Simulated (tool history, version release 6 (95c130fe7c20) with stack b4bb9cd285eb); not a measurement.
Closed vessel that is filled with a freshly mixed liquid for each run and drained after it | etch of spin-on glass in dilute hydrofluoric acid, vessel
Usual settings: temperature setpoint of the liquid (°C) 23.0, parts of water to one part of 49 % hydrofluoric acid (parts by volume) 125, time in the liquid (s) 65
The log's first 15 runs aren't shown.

run,hour,temperature setpoint of the liquid (°C),parts of water to one part of 49 % hydrofluoric acid (parts by volume),time in the liquid (s),wafers since the last listed run,hours since the thermometer was replaced,hours since the hydrofluoric acid flow meter was replaced,hours since the gauge calibration,"read-back film thickness of the spin-on glass reference wafer, read on the same gauge (nm)",thickness taken off the spin-on glass on a monitor wafer (Å)
# hour 1356.4: hydrofluoric acid flow meter replaced
16,1400.4,23.0,150,55,6888,1258.2,44.0,1595.9,104.87,89.6
17,1480.9,23.0,125,65,11293,1338.7,124.5,1676.4,105.07,131.6
18,1581.6,23.0,95,80,14127,1439.4,225.2,1777.1,105.33,221.4
19,1685.2,23.0,105,65,14534,1543.0,328.8,1880.7,105.60,163.0
20,1757.6,23.0,125,65,10157,1615.4,401.2,1953.1,105.84,134.1
21,1842.2,23.0,125,65,11868,1700.0,485.8,2037.7,106.06,134.3
# hour 1893.3: hydrofluoric acid flow meter replaced
22,1893.8,23.0,125,85,7098,1751.6,0.5,2089.3,106.19,173.4
# hour 2008.3: thermometer replaced
23,2152.9,23.0,155,30,36208,144.6,259.6,2348.4,106.89,48.7
# hour 2195.8: gauge calibrated
24,2205.4,23.0,125,65,7365,197.1,312.1,9.6,99.73,124.8
25,2271.6,21.0,165,105,9287,263.3,378.3,75.8,99.91,136.7
26,2365.3,19.0,80,90,13145,357.0,472.0,169.5,100.22,247.2
27,2436.4,23.0,175,105,9974,428.1,543.1,240.6,100.36,139.6
# hour 2441.3: hydrofluoric acid flow meter replaced
28,2497.6,19.0,70,40,8445,489.3,56.3,301.8,100.54,124.9
29,2588.4,23.0,125,65,12738,580.1,147.1,392.6,100.78,126.4
30,2673.3,23.0,100,65,11910,665.0,232.0,477.5,101.00,162.2
31,2776.6,28.0,125,65,14491,768.3,335.3,580.8,101.28,156.4
32,2867.8,23.0,125,65,12794,859.5,426.5,672.0,101.52,126.9

Forecast each of these 5 alternatives for the next run:
A,2868.5,23.0,125,65,98,860.2,427.2,672.7,?,?
B,2868.5,19.0,125,65,98,860.2,427.2,672.7,?,?
C,2868.5,23.0,75,95,98,860.2,427.2,672.7,?,?
D,2868.5,23.0,125,50,98,860.2,427.2,672.7,?,?
E,2868.5,25.5,160,65,98,860.2,427.2,672.7,?,?

run,"read-back film thickness of the spin-on glass reference wafer, read on the same gauge (nm)",thickness taken off the spin-on glass on a monitor wafer (Å)
A,101.49,127.7
B,101.49,108.8
C,101.49,330.4
D,101.49,98.3
E,101.49,105.5
Without the tool's hidden state the same runs would have given:
run,thickness taken off the spin-on glass on a monitor wafer (Å)
A,125.8
B,107.2
C,325.5
D,96.8
E,103.9
